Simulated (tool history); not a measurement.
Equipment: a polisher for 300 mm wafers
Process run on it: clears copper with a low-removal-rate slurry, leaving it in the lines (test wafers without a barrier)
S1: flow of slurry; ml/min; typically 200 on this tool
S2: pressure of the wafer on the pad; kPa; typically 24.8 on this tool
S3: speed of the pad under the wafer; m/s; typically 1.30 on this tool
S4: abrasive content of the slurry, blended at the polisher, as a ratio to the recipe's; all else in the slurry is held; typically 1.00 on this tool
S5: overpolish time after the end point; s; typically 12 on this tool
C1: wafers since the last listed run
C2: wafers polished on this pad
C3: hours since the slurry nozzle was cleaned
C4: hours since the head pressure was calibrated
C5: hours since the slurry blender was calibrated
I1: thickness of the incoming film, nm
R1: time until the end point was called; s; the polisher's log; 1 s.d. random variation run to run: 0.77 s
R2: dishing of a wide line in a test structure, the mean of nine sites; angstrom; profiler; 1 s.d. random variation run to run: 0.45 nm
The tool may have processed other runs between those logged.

run 1 hour=0.0 | S1=200 S2=24.8 S3=1.30 S4=0.85 S5=15 | C1=0 C2=1477 C3=138.7 C4=351.0 C5=220.1 | I1=353.2 | R1=92.0 R2=387
run 2 hour=105.7 | S1=200 S2=24.8 S3=1.30 S4=1.00 S5=12 | C1=1058 C2=2535 C3=244.4 C4=456.7 C5=325.8 | I1=356.6 | R1=90.1 R2=316
run 3 hour=157.9 | S1=200 S2=24.8 S3=1.30 S4=1.00 S5=12 | C1=522 C2=3058 C3=296.6 C4=508.9 C5=378.0 | I1=352.1 | R1=90.0 R2=314
run 4 hour=243.6 | S1=200 S2=24.8 S3=1.30 S4=1.00 S5=16 | C1=858 C2=3917 C3=382.3 C4=594.6 C5=463.7 | I1=350.2 | R1=87.4 R2=401
run 5 hour=322.8 | S1=200 S2=24.8 S3=1.30 S4=1.00 S5=16 | C1=793 C2=4710 C3=461.5 C4=673.8 C5=542.9 | I1=355.5 | R1=91.7 R2=401
run 6 hour=364.7 | S1=200 S2=24.8 S3=1.30 S4=1.00 S5=16 | C1=419 C2=5130 C3=503.4 C4=715.7 C5=584.8 | I1=358.9 | R1=93.2 R2=397
-- hour=386.9 head pressure recalibrated
-- hour=425.0 slurry blender recalibrated
run 7 hour=430.9 | S1=200 S2=24.8 S3=1.30 S4=1.00 S5=12 | C1=623 C2=5753 C3=569.6 C4=44.0 C5=5.9 | I1=349.8 | R1=90.4 R2=318
run 8 hour=529.2 | S1=155 S2=21.4 S3=1.30 S4=1.00 S5=12 | C1=984 C2=6737 C3=667.9 C4=142.3 C5=104.2 | I1=350.9 | R1=109.7 R2=263
-- hour=547.9 slurry nozzle cleaned
-- hour=550.8 worn pad replaced by a new one, repeated, since the last time left the tool worse
run 9 hour=602.6 | S1=155 S2=21.4 S3=1.30 S4=1.00 S5=12 | C1=696 C2=519 C3=54.7 C4=215.7 C5=177.6 | I1=352.0 | R1=94.0 R2=305
run 10 hour=700.9 | S1=245 S2=29.6 S3=1.14 S4=1.00 S5=7 | C1=984 C2=1503 C3=153.0 C4=314.0 C5=275.9 | I1=348.3 | R1=72.1 R2=239
run 11 hour=760.9 | S1=260 S2=33.1 S3=1.30 S4=1.00 S5=17 | C1=600 C2=2104 C3=213.0 C4=374.0 C5=335.9 | I1=355.2 | R1=58.5 R2=596
run 12 hour=839.9 | S1=200 S2=24.8 S3=1.16 S4=1.00 S5=12 | C1=791 C2=2896 C3=292.0 C4=453.0 C5=414.9 | I1=357.8 | R1=90.7 R2=319
run 13 hour=920.9 | S1=200 S2=24.8 S3=1.30 S4=1.00 S5=12 | C1=811 C2=3707 C3=373.0 C4=534.0 C5=495.9 | I1=355.5 | R1=81.2 R2=342
-- hour=992.0 head pressure recalibrated
-- hour=1001.6 slurry blender recalibrated
run 14 hour=1002.1 | S1=200 S2=18.6 S3=1.30 S4=0.70 S5=12 | C1=773 C2=4480 C3=454.2 C4=10.1 C5=0.5 | I1=353.0 | R1=119.5 R2=246
run 15 hour=1064.0 | S1=200 S2=24.8 S3=1.30 S4=1.00 S5=12 | C1=620 C2=5100 C3=516.1 C4=72.0 C5=62.4 | I1=360.5 | R1=83.1 R2=341
-- hour=1107.3 slurry nozzle cleaned
-- hour=1163.1 worn pad replaced by a new one
run 16 hour=1363.2 | S1=175 S2=15.9 S3=1.30 S4=1.25 S5=12 | C1=2946 C2=2004 C3=255.9 C4=371.2 C5=361.6 | I1=353.6 | R1=120.3 R2=245
run 17 hour=1462.2 | S1=240 S2=20.0 S3=1.18 S4=1.00 S5=12 | C1=991 C2=2996 C3=354.9 C4=470.2 C5=460.6 | I1=350.1 | R1=105.3 R2=274
run 18 hour=1563.4 | S1=165 S2=24.8 S3=1.30 S4=1.00 S5=14 | C1=1013 C2=4010 C3=456.1 C4=571.4 C5=561.8 | I1=358.0 | R1=85.5 R2=382
-- hour=1576.4 slurry blender recalibrated
-- hour=1600.6 head pressure recalibrated
run 19 hour=1638.1 | S1=170 S2=33.8 S3=1.60 S4=1.20 S5=12 | C1=708 C2=4718 C3=530.8 C4=37.5 C5=61.7 | I1=350.5 | R1=47.7 R2=543
-- hour=1698.0 slurry nozzle cleaned
-- hour=1735.6 worn pad replaced by a new one
run 20 hour=1908.1 | S1=200 S2=20.7 S3=1.30 S4=1.00 S5=15 | C1=2654 C2=1727 C3=210.1 C4=307.5 C5=331.7 | I1=350.5 | R1=95.2 R2=358
run 21 hour=1954.3 | S1=200 S2=27.6 S3=1.74 S4=1.10 S5=12 | C1=462 C2=2190 C3=256.3 C4=353.7 C5=377.9 | I1=350.2 | R1=53.3 R2=491
run 22 hour=2029.8 | S1=200 S2=31.0 S3=1.30 S4=1.15 S5=12 | C1=756 C2=2946 C3=331.8 C4=429.2 C5=453.4 | I1=361.2 | R1=63.3 R2=442
run 23 hour=2078.6 | S1=200 S2=31.0 S3=1.30 S4=1.00 S5=12 | C1=488 C2=3435 C3=380.6 C4=478.0 C5=502.2 | I1=360.6 | R1=65.9 R2=426
-- hour=2105.0 slurry blender recalibrated
run 24 hour=2151.4 | S1=135 S2=31.0 S3=1.66 S4=0.90 S5=12 | C1=709 C2=4144 C3=453.4 C4=550.8 C5=46.4 | I1=358.6 | R1=57.9 R2=464
run 25 hour=2247.6 | S1=200 S2=22.1 S3=1.30 S4=1.00 S5=7 | C1=963 C2=5108 C3=549.6 C4=647.0 C5=142.6 | I1=357.6 | R1=93.5 R2=196
-- hour=2255.8 slurry nozzle cleaned
-- hour=2261.1 head pressure recalibrated
-- hour=2278.3 worn pad replaced by a new one
run 26 hour=2350.6 | S1=200 S2=24.8 S3=1.30 S4=1.00 S5=12 | C1=961 C2=724 C3=94.8 C4=89.5 C5=245.6 | I1=354.3 | R1=79.9 R2=369
run 27 hour=2420.9 | S1=200 S2=27.6 S3=1.30 S4=1.00 S5=12 | C1=704 C2=1428 C3=165.1 C4=159.8 C5=315.9 | I1=349.7 | R1=70.0 R2=386

Predict each of these 5 candidate next runs independently; none follows another, all start after run 27:
run A hour=2421.4 | S1=200 S2=24.8 S3=1.30 S4=1.10 S5=12 | C1=5 C2=1433 C3=165.6 C4=160.3 C5=316.4 | I1=351.9 | R1=? R2=?
run B hour=2421.4 | S1=145 S2=29.6 S3=1.30 S4=1.30 S5=12 | C1=5 C2=1433 C3=165.6 C4=160.3 C5=316.4 | I1=351.9 | R1=? R2=?
run C hour=2421.4 | S1=220 S2=20.7 S3=0.96 S4=1.00 S5=8 | C1=5 C2=1433 C3=165.6 C4=160.3 C5=316.4 | I1=351.9 | R1=? R2=?
run D hour=2421.4 | S1=170 S2=24.8 S3=1.60 S4=1.10 S5=16 | C1=5 C2=1433 C3=165.6 C4=160.3 C5=316.4 | I1=351.9 | R1=? R2=?
run E hour=2421.4 | S1=130 S2=30.3 S3=1.60 S4=1.00 S5=12 | C1=5 C2=1433 C3=165.6 C4=160.3 C5=316.4 | I1=351.9 | R1=? R2=?

run=A R1=76.8 R2=362
run=B R1=65.0 R2=420
run=C R1=122.6 R2=165
run=D R1=65.2 R2=522
run=E R1=57.9 R2=462
Stripped of hidden state, with their random variation kept, the same runs would have yielded:
run=A R1=74.6 R2=371
run=B R1=63.1 R2=431
run=C R1=119.0 R2=170
run=D R1=63.3 R2=534
run=E R1=56.2 R2=474
